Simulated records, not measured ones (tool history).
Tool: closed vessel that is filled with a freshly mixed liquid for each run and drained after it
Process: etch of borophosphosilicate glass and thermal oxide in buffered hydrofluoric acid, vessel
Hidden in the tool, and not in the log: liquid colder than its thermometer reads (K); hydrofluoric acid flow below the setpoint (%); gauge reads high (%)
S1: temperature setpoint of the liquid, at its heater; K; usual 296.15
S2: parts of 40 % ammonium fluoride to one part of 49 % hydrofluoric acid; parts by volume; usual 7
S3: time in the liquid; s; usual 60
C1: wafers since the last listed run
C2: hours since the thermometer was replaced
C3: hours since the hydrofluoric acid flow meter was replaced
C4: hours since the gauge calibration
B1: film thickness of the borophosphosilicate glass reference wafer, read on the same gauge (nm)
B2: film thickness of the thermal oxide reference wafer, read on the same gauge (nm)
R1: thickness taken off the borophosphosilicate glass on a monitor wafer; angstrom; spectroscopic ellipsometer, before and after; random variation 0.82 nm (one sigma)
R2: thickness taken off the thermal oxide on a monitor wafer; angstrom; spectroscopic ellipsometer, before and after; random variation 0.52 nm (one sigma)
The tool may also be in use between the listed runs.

| run | hour | S1 | S2 | S3 | C1 | C2 | C3 | C4 | B1 | B2 | R1 | R2 |
|---|---|---|---|---|---|---|---|---|---|---|---|---|
| 1 | 0 | 296.15 | 7 | 60 | 0 | 195.9 | 1243.4 | 446.7 | 89.98 | 110.04 | 1139.5 | 823.3 |
| 2 | 64.6 | 296.15 | 7 | 60 | 7227 | 260.5 | 1308 | 511.3 | 90.02 | 109.94 | 1125.4 | 822.6 |
| 3 | 134.6 | 296.15 | 7 | 60 | 7831 | 330.5 | 1378 | 581.3 | 89.97 | 109.97 | 1119.6 | 819.4 |
| 4 | 214 | 292.65 | 7 | 60 | 8883 | 409.9 | 1457.4 | 660.7 | 90.05 | 110.03 | 926.9 | 656.1 |
| 5 | 296.6 | 292.65 | 7 | 60 | 9241 | 492.5 | 1540 | 743.3 | 90.01 | 110.01 | 927.9 | 655.5 |
| 6 | 584 | 292.65 | 7 | 60 | 32153 | 779.9 | 1827.4 | 1030.7 | 89.99 | 110 | 884.8 | 631.3 |
| 7 | 652.2 | 296.15 | 7 | 45 | 7630 | 848.1 | 1895.6 | 1098.9 | 90.03 | 110.02 | 802.8 | 577.1 |
|  | 699.6 | thermometer replaced |
| 8 | 740.5 | 296.15 | 5 | 60 | 9766 | 40.9 | 1983.9 | 1187.2 | 89.99 | 110 | 1571.9 | 1130.5 |
|  | 798.6 | hydrofluoric acid flow meter replaced |
| 9 | 801.5 | 296.15 | 5 | 60 | 6712 | 101.9 | 2.9 | 1248.2 | 89.99 | 109.98 | 1554.8 | 1113.7 |
| 10 | 860.4 | 296.15 | 7 | 60 | 6589 | 160.8 | 61.8 | 1307.1 | 90.04 | 109.99 | 1156.8 | 833 |
| 11 | 931.7 | 296.15 | 7 | 60 | 7976 | 232.1 | 133.1 | 1378.4 | 89.99 | 110.02 | 1132.6 | 831.2 |
| 12 | 1012.9 | 296.15 | 7 | 60 | 9084 | 313.3 | 214.3 | 1459.6 | 90.02 | 110.02 | 1131 | 827.1 |
| 13 | 1110.1 | 296.15 | 7 | 35 | 10874 | 410.5 | 311.5 | 1556.8 | 89.97 | 110.02 | 648.6 | 467.7 |
| 14 | 1162.4 | 296.15 | 7 | 60 | 5851 | 462.8 | 363.8 | 1609.1 | 90 | 109.99 | 1095.5 | 810.5 |
| 15 | 1259.1 | 296.15 | 7 | 85 | 10818 | 559.5 | 460.5 | 1705.8 | 90.04 | 110 | 1564.1 | 1123.1 |
| 16 | 1363.5 | 296.15 | 7 | 60 | 11680 | 663.9 | 564.9 | 1810.2 | 90.03 | 109.98 | 1068.1 | 786.7 |
|  | 1376.4 | gauge calibrated |
| 17 | 1428.4 | 296.15 | 9 | 70 | 7260 | 728.8 | 629.8 | 52 | 90.01 | 110.03 | 972.4 | 688.3 |
|  | 1445.2 | thermometer replaced |
| 18 | 1525.3 | 299.65 | 7 | 40 | 10729 | 80.1 | 726.7 | 148.9 | 89.99 | 110 | 933.5 | 674.2 |
| 19 | 1606.5 | 299.15 | 7 | 30 | 9084 | 161.3 | 807.9 | 230.1 | 89.98 | 109.95 | 670.2 | 488.6 |
| 20 | 1673.6 | 296.15 | 7 | 60 | 7507 | 228.4 | 875 | 297.2 | 90.01 | 110.02 | 1127.7 | 827.1 |
| 21 | 1773.2 | 301.15 | 9 | 50 | 11143 | 328 | 974.6 | 396.8 | 90 | 110.01 | 932 | 688.6 |
| 22 | 1872.4 | 293.15 | 7 | 60 | 11098 | 427.2 | 1073.8 | 496 | 89.99 | 110.01 | 945 | 686.6 |

Some steps in R1 between neighbouring runs. How much of each would the tool show without its hidden state too (settings, what came in, random variation), and how much is left for the hidden state, with any gauge scatter that isn't in both results?
Run 7 -> 8: S2 7 -> 5, S3 45 -> 60, thermometer replaced. R1 +769.1 angstrom: hidden state +76.4, all else +692.7.
Run 15 -> 16: S3 85 -> 60. R1 -496 angstrom: hidden state +20.9, all else -516.9.
Run 17 -> 18: S1 296.15 -> 299.65, S2 9 -> 7, S3 70 -> 40, thermometer replaced. R1 -38.9 angstrom: hidden state +75.2, all else -114.1.
